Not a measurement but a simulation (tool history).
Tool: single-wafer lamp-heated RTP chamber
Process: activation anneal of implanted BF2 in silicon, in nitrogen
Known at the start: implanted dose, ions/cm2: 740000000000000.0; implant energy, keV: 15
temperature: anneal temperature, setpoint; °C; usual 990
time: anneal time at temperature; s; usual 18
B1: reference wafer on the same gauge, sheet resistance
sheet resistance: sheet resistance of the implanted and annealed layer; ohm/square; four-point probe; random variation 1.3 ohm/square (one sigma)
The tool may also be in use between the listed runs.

Run 1, hour 0: usual settings; B1 282.14. Result: sheet resistance 248.22 ohm/square.
Run 2, hour 48.3: usual settings; B1 282.21. Result: sheet resistance 250.91 ohm/square.
At hour 81.3: reflector plate cleaned.
Run 3, hour 99.7: usual settings; B1 281.62. Result: sheet resistance 248.64 ohm/square.
Run 4, hour 143.2: usual settings; B1 282.22. Result: sheet resistance 250.07 ohm/square.
Run 5, hour 190.8: usual settings; B1 282.37. Result: sheet resistance 246.64 ohm/square.
Run 6, hour 220.8: usual settings; B1 282.27. Result: sheet resistance 247.07 ohm/square.
At hour 282.2: pyrometer window cleaned and pyrometer calibrated.
Run 7, hour 288.1: usual settings; B1 281.99. Result: sheet resistance 237.38 ohm/square.
Run 8, hour 350.3: usual settings but temperature 982 °C; B1 282.48. Result: sheet resistance 248.8 ohm/square.
Run 9, hour 419.6: usual settings but temperature 982 °C; B1 282. Result: sheet resistance 246.64 ohm/square.
Run 10, hour 470.5: usual settings but temperature 982 °C; B1 282.01. Result: sheet resistance 246.42 ohm/square.
At hour 504.8: pyrometer window cleaned and pyrometer calibrated, repeated, since the last time left the tool worse.
Run 11, hour 539.9: usual settings; B1 281.97. Result: sheet resistance 251.35 ohm/square.
Run 12, hour 583: usual settings but time 25 s; B1 282.09. Result: sheet resistance 239.2 ohm/square.
At hour 614.3: reflector plate cleaned.
Run 13, hour 631.4: usual settings but temperature 1010 °C, time 27 s; B1 281.88. Result: sheet resistance 212.02 ohm/square.
Run 14, hour 701.8: usual settings but temperature 1010 °C, time 27 s; B1 281.63. Result: sheet resistance 212.59 ohm/square.
At hour 748.5: gauge calibrated.
Run 15, hour 771.2: usual settings but temperature 976 °C, time 13 s; B1 281.72. Result: sheet resistance 280.31 ohm/square.
At hour 809.6: pyrometer window cleaned and pyrometer calibrated.
Run 16, hour 838.9: usual settings but temperature 1019 °C, time 10 s; B1 281.99. Result: sheet resistance 233.33 ohm/square.
Run 17, hour 897.3: usual settings; B1 281.97. Result: sheet resistance 250.78 ohm/square.
Run 18, hour 935.3: usual settings but temperature 981 °C, time 12 s; B1 282.14. Result: sheet resistance 277.03 ohm/square.
Run 19, hour 994.3: usual settings but temperature 1014 °C, time 27 s; B1 281.99. Result: sheet resistance 206.29 ohm/square.
Run 20, hour 1043.5: usual settings but temperature 979 °C, time 15 s; B1 281.79. Result: sheet resistance 271.96 ohm/square.
Run 21, hour 1111.1: usual settings but time 24 s; B1 282.1. Result: sheet resistance 233.93 ohm/square.

Forecast each of these 3 alternatives for the next run:
Run A, hour 1111.5: usual settings but time 12 s; B1 ?. Result: sheet resistance ?.
Run B, hour 1111.5: usual settings but temperature 1016 °C, time 8 s; B1 ?. Result: sheet resistance ?.
Run C, hour 1111.5: usual settings but temperature 972 °C, time 22 s; B1 ?. Result: sheet resistance ?.

run      B1  sheet resistance
  A  282.38            254.87
  B  282.38             234.5
  C  282.38            266.34
Without the tool's hidden state the same runs would have given:
run  sheet resistance
  A            263.22
  B            240.73
  C             276.9
